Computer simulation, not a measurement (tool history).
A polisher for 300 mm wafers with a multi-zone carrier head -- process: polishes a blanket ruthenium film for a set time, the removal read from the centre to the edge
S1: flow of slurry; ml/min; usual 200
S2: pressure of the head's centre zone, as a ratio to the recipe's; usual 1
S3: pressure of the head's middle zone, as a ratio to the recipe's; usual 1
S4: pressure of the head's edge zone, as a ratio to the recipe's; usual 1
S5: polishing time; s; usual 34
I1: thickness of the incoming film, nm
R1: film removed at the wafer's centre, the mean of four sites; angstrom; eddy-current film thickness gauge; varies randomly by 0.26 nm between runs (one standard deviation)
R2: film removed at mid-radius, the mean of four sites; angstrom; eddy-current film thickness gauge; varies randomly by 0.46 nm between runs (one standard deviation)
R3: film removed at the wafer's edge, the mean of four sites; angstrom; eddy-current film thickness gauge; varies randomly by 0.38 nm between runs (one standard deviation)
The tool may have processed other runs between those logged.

run,hour,S1,S2,S3,S4,S5,I1,R1,R2,R3
1,0,170,1,1,1,34,484.1,400,394,402
2,24.1,170,1,1,1,34,485.8,400,392,399
# hour 35.1: worn pad replaced by a new one
3,71,200,1,1,1,34,474.8,417,405,404
# hour 116.8: slurry nozzle cleaned
4,135.4,200,1.06,1,1,34,475.2,435,405,407
5,188.9,200,1.06,1,1,34,479.2,437,405,403
6,230.5,200,1,1.05,1,34,473.4,408,411,399
# hour 263.1: worn pad replaced by a new one
7,300.6,200,1,1.05,1,34,478.4,416,417,404
8,332.1,200,1,1,1,34,484.1,413,409,411
9,395.1,200,1,1,1,34,480.9,409,412,401
10,428.2,200,1,1,1,34,487.3,408,395,399
# hour 454: worn pad replaced by a new one
11,480.8,220,1,1,1,28,473.5,347,339,340
# hour 495: slurry nozzle cleaned
12,513,135,1,1,1.07,41,475.6,482,474,491
13,537.2,135,1,1,1.07,41,478.9,481,475,489
14,601.8,200,1,1,1,34,479.1,411,404,406
# hour 664.6: worn pad replaced by a new one
15,667.1,200,1,0.88,0.94,34,476.7,415,387,397
16,693.1,200,1,1.09,1,40,474.7,485,509,476
# hour 698.4: edge zone pressure recalibrated
# hour 733.8: carrier head's membrane replaced by a new one
# hour 737.6: centre zone pressure recalibrated
17,738.1,175,1.04,1,1,34,487.6,424,401,396
18,796.6,200,1.06,1,1,34,483.7,434,408,399
# hour 856.4: worn pad replaced by a new one
19,856.9,175,0.95,1.05,0.9,34,483.1,397,418,387
# hour 874.8: slurry nozzle cleaned
20,882.3,200,1.08,0.89,0.9,34,473.4,453,389,384
21,912.6,200,1,1,0.88,34,477.8,414,413,382
22,950.2,200,0.96,1,1,34,481.5,397,411,400

Below are 4 alternative next runs, each starting from the tool's condition after run 22. Predict each:
A,950.6,200,1,1,1,34,480.8,?,?,?
B,950.6,200,0.9,1,0.95,43,480.8,?,?,?
C,950.6,200,1.04,1,1,34,480.8,?,?,?
D,950.6,200,1,1,1.08,22,480.8,?,?,?

run,R1,R2,R3
A,412,403,400
B,472,510,494
C,428,403,400
D,267,261,269
What these runs would have given with no unlogged condition in the tool:
run,R1,R2,R3
A,420,410,407
B,480,519,503
C,436,410,407
D,272,265,274
